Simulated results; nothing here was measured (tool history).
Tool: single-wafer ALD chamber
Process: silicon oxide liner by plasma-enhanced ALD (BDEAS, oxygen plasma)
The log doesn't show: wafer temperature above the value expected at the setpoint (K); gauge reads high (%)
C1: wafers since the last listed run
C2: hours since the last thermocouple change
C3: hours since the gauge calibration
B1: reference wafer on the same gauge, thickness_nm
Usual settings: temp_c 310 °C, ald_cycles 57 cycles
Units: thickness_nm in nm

Run 1, hour 0: usual settings; C1 0; C2 936.9; C3 607.5; B1 4.718. Result: thickness_nm 4.832 nm.
Run 2, hour 107.4: usual settings; C1 575; C2 1044.3; C3 714.9; B1 4.72. Result: thickness_nm 4.825 nm.
Run 3, hour 204.1: usual settings; C1 518; C2 1141; C3 811.6; B1 4.72. Result: thickness_nm 4.828 nm.
Run 4, hour 269.4: usual settings; C1 349; C2 1206.3; C3 876.9; B1 4.72. Result: thickness_nm 4.833 nm.
Run 5, hour 367.7: usual settings; C1 526; C2 1304.6; C3 975.2; B1 4.718. Result: thickness_nm 4.851 nm.
Run 6, hour 468.7: usual settings; C1 541; C2 1405.6; C3 1076.2; B1 4.72. Result: thickness_nm 4.851 nm.
Run 7, hour 574.7: usual settings; C1 568; C2 1511.6; C3 1182.2; B1 4.721. Result: thickness_nm 4.832 nm.
Run 8, hour 680.9: usual settings; C1 569; C2 1617.8; C3 1288.4; B1 4.721. Result: thickness_nm 4.838 nm.
Run 9, hour 735.7: usual settings; C1 293; C2 1672.6; C3 1343.2; B1 4.718. Result: thickness_nm 4.863 nm.
Run 10, hour 833.5: usual settings; C1 524; C2 1770.4; C3 1441; B1 4.718. Result: thickness_nm 4.84 nm.
At hour 948.6: thermocouple changed; heater temperature recalibrated.
Run 11, hour 1018.2: usual settings; C1 946; C2 69.6; C3 1625.7; B1 4.723. Result: thickness_nm 4.824 nm.
Run 12, hour 1101.2: usual settings; C1 444; C2 152.6; C3 1708.7; B1 4.721. Result: thickness_nm 4.811 nm.
Run 13, hour 1169.2: usual settings but temp_c 313 °C, ald_cycles 65 cycles; C1 364; C2 220.6; C3 1776.7; B1 4.721. Result: thickness_nm 5.473 nm.
Run 14, hour 1249.8: usual settings but temp_c 313 °C, ald_cycles 65 cycles; C1 431; C2 301.2; C3 1857.3; B1 4.72. Result: thickness_nm 5.465 nm.
Run 15, hour 1318.7: usual settings but temp_c 313 °C, ald_cycles 65 cycles; C1 369; C2 370.1; C3 1926.2; B1 4.719. Result: thickness_nm 5.443 nm.
Run 16, hour 1473.5: usual settings; C1 829; C2 524.9; C3 2081; B1 4.721. Result: thickness_nm 4.819 nm.
At hour 1520.5: gauge calibrated.
Run 17, hour 1579.6: usual settings; C1 568; C2 631; C3 59.1; B1 4.718. Result: thickness_nm 4.808 nm.
Run 18, hour 1633.1: usual settings; C1 286; C2 684.5; C3 112.6; B1 4.722. Result: thickness_nm 4.835 nm.
Run 19, hour 1737.5: usual settings; C1 559; C2 788.9; C3 217; B1 4.725. Result: thickness_nm 4.811 nm.
Run 20, hour 1816.9: usual settings; C1 425; C2 868.3; C3 296.4; B1 4.722. Result: thickness_nm 4.821 nm.
Run 21, hour 1903.3: usual settings; C1 462; C2 954.7; C3 382.8; B1 4.723. Result: thickness_nm 4.825 nm.
Run 22, hour 1956.7: usual settings but temp_c 306 °C, ald_cycles 48 cycles; C1 286; C2 1008.1; C3 436.2; B1 4.722. Result: thickness_nm 4.082 nm.
Run 23, hour 2061.5: usual settings but temp_c 317 °C, ald_cycles 46 cycles; C1 561; C2 1112.9; C3 541; B1 4.722. Result: thickness_nm 3.851 nm.
Run 24, hour 2153.8: usual settings; C1 494; C2 1205.2; C3 633.3; B1 4.721. Result: thickness_nm 4.816 nm.
Run 25, hour 2230.7: usual settings but temp_c 322 °C, ald_cycles 63 cycles; C1 412; C2 1282.1; C3 710.2; B1 4.72. Result: thickness_nm 5.267 nm.
Run 26, hour 2293.8: usual settings but temp_c 298 °C, ald_cycles 47 cycles; C1 338; C2 1345.2; C3 773.3; B1 4.719. Result: thickness_nm 4.121 nm.
Run 27, hour 2346.5: usual settings but ald_cycles 48 cycles; C1 282; C2 1397.9; C3 826; B1 4.72. Result: thickness_nm 4.085 nm.
Run 28, hour 2453.4: usual settings but temp_c 301 °C, ald_cycles 62 cycles; C1 572; C2 1504.8; C3 932.9; B1 4.718. Result: thickness_nm 5.395 nm.
At hour 2556.2: thermocouple changed; heater temperature recalibrated.
Run 29, hour 2556.7: usual settings but temp_c 297 °C, ald_cycles 67 cycles; C1 510; C2 0.5; C3 1036.2; B1 4.72. Result: thickness_nm 5.794 nm.
Run 30, hour 2595.4: usual settings; C1 207; C2 39.2; C3 1074.9; B1 4.724. Result: thickness_nm 4.792 nm.
Run 31, hour 2675.8: usual settings but temp_c 306 °C, ald_cycles 53 cycles; C1 430; C2 119.6; C3 1155.3; B1 4.722. Result: thickness_nm 4.481 nm.
Run 32, hour 2765.6: usual settings; C1 481; C2 209.4; C3 1245.1; B1 4.72. Result: thickness_nm 4.805 nm.
Run 33, hour 2838.8: usual settings but temp_c 321 °C, ald_cycles 48 cycles; C1 392; C2 282.6; C3 1318.3; B1 4.72. Result: thickness_nm 3.977 nm.
Run 34, hour 2907.1: usual settings; C1 365; C2 350.9; C3 1386.6; B1 4.723. Result: thickness_nm 4.812 nm.
Run 35, hour 3068.7: usual settings but temp_c 321 °C, ald_cycles 50 cycles; C1 865; C2 512.5; C3 1548.2; B1 4.721. Result: thickness_nm 4.152 nm.
Run 36, hour 3139.9: usual settings but temp_c 317 °C, ald_cycles 61 cycles; C1 381; C2 583.7; C3 1619.4; B1 4.721. Result: thickness_nm 5.119 nm.
Run 37, hour 3218.8: usual settings; C1 422; C2 662.6; C3 1698.3; B1 4.718. Result: thickness_nm 4.807 nm.
Run 38, hour 3311.3: usual settings but temp_c 301 °C, ald_cycles 54 cycles; C1 495; C2 755.1; C3 1790.8; B1 4.722. Result: thickness_nm 4.667 nm.
Run 39, hour 3442.6: usual settings but temp_c 300 °C, ald_cycles 64 cycles; C1 703; C2 886.4; C3 1922.1; B1 4.718. Result: thickness_nm 5.531 nm.
Run 40, hour 3523.6: usual settings but temp_c 315 °C, ald_cycles 64 cycles; C1 434; C2 967.4; C3 2003.1; B1 4.718. Result: thickness_nm 5.375 nm.
Run 41, hour 3584.7: usual settings; C1 327; C2 1028.5; C3 2064.2; B1 4.718. Result: thickness_nm 4.82 nm.
Run 42, hour 3632: usual settings; C1 253; C2 1075.8; C3 2111.5; B1 4.721. Result: thickness_nm 4.833 nm.

Some steps in thickness_nm between neighbouring runs. How much of each would the tool show without its hidden state too (settings, what came in, random variation), and how much is left for the hidden state, with any gauge scatter that isn't in both results?
Run 25 -> 26: temp_c 322 -> 298, ald_cycles 63 -> 47. thickness_nm -1.146 nm: hidden state +0.041, all else -1.187.
Run 26 -> 27: temp_c 298 -> 310, ald_cycles 47 -> 48. thickness_nm -0.036 nm: hidden state -0.048, all else +0.012.
Run 27 -> 28: temp_c 310 -> 301, ald_cycles 48 -> 62. thickness_nm +1.31 nm: hidden state +0.071, all else +1.239.
Run 28 -> 29: temp_c 301 -> 297, ald_cycles 62 -> 67, thermocouple changed; heater temperature recalibrated. thickness_nm +0.399 nm: hidden state -0.091, all else +0.49.
Run 29 -> 30: temp_c 297 -> 310, ald_cycles 67 -> 57. thickness_nm -1.002 nm: hidden state -0.008, all else -0.994.
